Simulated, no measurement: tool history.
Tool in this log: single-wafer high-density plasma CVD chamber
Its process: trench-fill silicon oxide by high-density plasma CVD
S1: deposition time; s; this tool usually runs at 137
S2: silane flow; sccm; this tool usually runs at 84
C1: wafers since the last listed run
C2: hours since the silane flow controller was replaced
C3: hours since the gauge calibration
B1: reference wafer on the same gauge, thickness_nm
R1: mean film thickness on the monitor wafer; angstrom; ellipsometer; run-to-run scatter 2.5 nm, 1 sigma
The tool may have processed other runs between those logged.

run	hour	S1	S2	C1	C2	C3	B1	R1
1	0	126	84	0	2374.6	101	1399.733	10490.04
2	8.4	126	84	55	2383	109.4	1400.11	10496.4
3	25.3	137	84	111	2399.9	126.3	1398.992	11417.35
4	34.2	124	84	58	2408.8	135.2	1399.244	10299.39
5	43.6	124	84	61	2418.2	144.6	1400.188	10306.01
6	59.5	137	84	104	2434.1	160.5	1398.967	11316.08
7	65.9	137	84	42	2440.5	166.9	1400.786	11395.34
8	116.8	137	84	334	2491.4	217.8	1400.642	11325.83
# hour 142.7: silane flow controller replaced
9	155.2	137	84	200	12.5	256.2	1400.266	12132.37
10	172	137	93	110	29.3	273	1399.19	13317.39
11	187	137	84	98	44.3	288	1399.617	12059.6
12	198.5	137	84	75	55.8	299.5	1399.408	12072.02
13	211.1	164	73	82	68.4	312.1	1399.165	12555.99
14	223.6	137	84	82	80.9	324.6	1400.817	12101.49
15	240.2	137	84	109	97.5	341.2	1400.468	12141.84
# hour 240.9: gauge calibrated
16	293.8	146	69	352	151.1	52.9	1399.2	10578.48
17	305.4	137	84	76	162.7	64.5	1400.03	12072.67
18	321.1	112	79	103	178.4	80.2	1399.791	9294.5
19	358	159	71	242	215.3	117.1	1399.281	11841.94
20	372.7	127	68	96	230	131.8	1400.577	9053.79
21	383.3	147	79	69	240.6	142.4	1399.977	12174.34
22	396.7	146	99	88	254	155.8	1399.449	15187.85
23	420.1	146	93	153	277.4	179.2	1401.302	14225.51
24	432	137	84	78	289.3	191.1	1400.74	12053.54

4 options for the next run, each taken on its own from the tool as it stands now. Forecast them:
A	432.4	129	84	2	289.7	191.5	?	?
B	432.4	126	76	2	289.7	191.5	?	?
C	432.4	144	71	2	289.7	191.5	?	?
D	432.4	162	68	2	289.7	191.5	?	?

run	B1	R1
A	1400.277	11360.55
B	1400.277	10039.55
C	1400.277	10718.92
D	1400.277	11549.26
With no hidden state in the tool, these same runs would have given:
run	R1
A	11264.3
B	9954.5
C	10628.11
D	11451.41

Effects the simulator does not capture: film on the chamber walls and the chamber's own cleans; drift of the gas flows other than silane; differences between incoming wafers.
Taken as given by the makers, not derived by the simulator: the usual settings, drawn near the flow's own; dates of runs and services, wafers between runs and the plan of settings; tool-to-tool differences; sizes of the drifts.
